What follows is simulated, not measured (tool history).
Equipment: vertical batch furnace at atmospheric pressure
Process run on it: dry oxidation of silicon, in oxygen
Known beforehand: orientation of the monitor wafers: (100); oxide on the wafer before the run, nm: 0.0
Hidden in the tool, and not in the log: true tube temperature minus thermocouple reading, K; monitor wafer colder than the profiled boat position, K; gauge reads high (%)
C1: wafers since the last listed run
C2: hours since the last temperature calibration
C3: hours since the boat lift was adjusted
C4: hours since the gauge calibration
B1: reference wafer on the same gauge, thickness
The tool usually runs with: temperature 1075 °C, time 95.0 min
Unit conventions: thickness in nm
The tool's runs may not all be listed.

{"run": 1, "hour": 0.0, "temperature": 1068, "time": 95.0, "C1": 0, "C2": 4461.3, "C3": 4133.8, "C4": 152.3, "B1": 141.94, "thickness": 137.38}
{"run": 2, "hour": 9.8, "temperature": 1068, "time": 95.0, "C1": 73, "C2": 4471.1, "C3": 4143.6, "C4": 162.1, "B1": 142.03, "thickness": 137.32}
{"run": 3, "hour": 20.2, "temperature": 1068, "time": 95.0, "C1": 78, "C2": 4481.5, "C3": 4154.0, "C4": 172.5, "B1": 142.03, "thickness": 137.44}
{"run": 4, "hour": 44.2, "temperature": 1075, "time": 95.0, "C1": 180, "C2": 4505.5, "C3": 4178.0, "C4": 196.5, "B1": 142.0, "thickness": 144.73}
{"run": 5, "hour": 69.5, "temperature": 1075, "time": 95.0, "C1": 190, "C2": 4530.8, "C3": 4203.3, "C4": 221.8, "B1": 142.11, "thickness": 144.67}
{"run": 6, "hour": 91.6, "temperature": 1075, "time": 95.0, "C1": 165, "C2": 4552.9, "C3": 4225.4, "C4": 243.9, "B1": 141.92, "thickness": 144.93}
{"run": 7, "hour": 103.4, "temperature": 1075, "time": 95.0, "C1": 88, "C2": 4564.7, "C3": 4237.2, "C4": 255.7, "B1": 142.04, "thickness": 145.24}
{"run": 8, "hour": 118.6, "temperature": 1087, "time": 68.5, "C1": 114, "C2": 4579.9, "C3": 4252.4, "C4": 270.9, "B1": 142.04, "thickness": 128.69}
{"run": 9, "hour": 138.5, "temperature": 1061, "time": 95.0, "C1": 149, "C2": 4599.8, "C3": 4272.3, "C4": 290.8, "B1": 141.95, "thickness": 130.23}
{"run": 10, "hour": 187.3, "temperature": 1061, "time": 95.0, "C1": 366, "C2": 4648.6, "C3": 4321.1, "C4": 339.6, "B1": 142.04, "thickness": 130.0}
{"hour": 194.9, "done": "gauge calibrated"}
{"run": 11, "hour": 209.5, "temperature": 1082, "time": 59.5, "C1": 166, "C2": 4670.8, "C3": 4343.3, "C4": 14.6, "B1": 142.05, "thickness": 113.6}
{"run": 12, "hour": 232.8, "temperature": 1061, "time": 74.0, "C1": 174, "C2": 4694.1, "C3": 4366.6, "C4": 37.9, "B1": 142.03, "thickness": 110.76}
{"hour": 298.4, "done": "boat lift adjusted"}
{"hour": 302.3, "done": "thermocouples replaced and temperature profile calibrated"}
{"run": 13, "hour": 302.8, "temperature": 1092, "time": 71.0, "C1": 315, "C2": 0.5, "C3": 4.4, "C4": 107.9, "B1": 141.87, "thickness": 136.53}
{"run": 14, "hour": 312.9, "temperature": 1096, "time": 56.0, "C1": 75, "C2": 10.6, "C3": 14.5, "C4": 118.0, "B1": 142.06, "thickness": 120.86}
{"run": 15, "hour": 327.8, "temperature": 1075, "time": 134.0, "C1": 111, "C2": 25.5, "C3": 29.4, "C4": 132.9, "B1": 142.0, "thickness": 179.86}
{"run": 16, "hour": 344.6, "temperature": 1075, "time": 95.0, "C1": 126, "C2": 42.3, "C3": 46.2, "C4": 149.7, "B1": 142.04, "thickness": 144.74}
{"run": 17, "hour": 365.4, "temperature": 1052, "time": 95.0, "C1": 156, "C2": 63.1, "C3": 67.0, "C4": 170.5, "B1": 141.95, "thickness": 121.24}
{"run": 18, "hour": 376.4, "temperature": 1082, "time": 121.5, "C1": 82, "C2": 74.1, "C3": 78.0, "C4": 181.5, "B1": 142.08, "thickness": 178.09}
{"run": 19, "hour": 393.8, "temperature": 1083, "time": 74.5, "C1": 130, "C2": 91.5, "C3": 95.4, "C4": 198.9, "B1": 141.94, "thickness": 131.91}
{"run": 20, "hour": 418.5, "temperature": 1075, "time": 95.0, "C1": 185, "C2": 116.2, "C3": 120.1, "C4": 223.6, "B1": 141.94, "thickness": 144.38}

For each entry between runs, how does the tool's hidden state at the last listed run before it compare with that at the first listed run after it?
From run 10 to run 11: gauge calibrated (hour 194.9)
  the hidden state is the same at both runs
From run 12 to run 13: boat lift adjusted (hour 298.4); thermocouples replaced and temperature profile calibrated (hour 302.3)
  the hidden state is the same at both runs
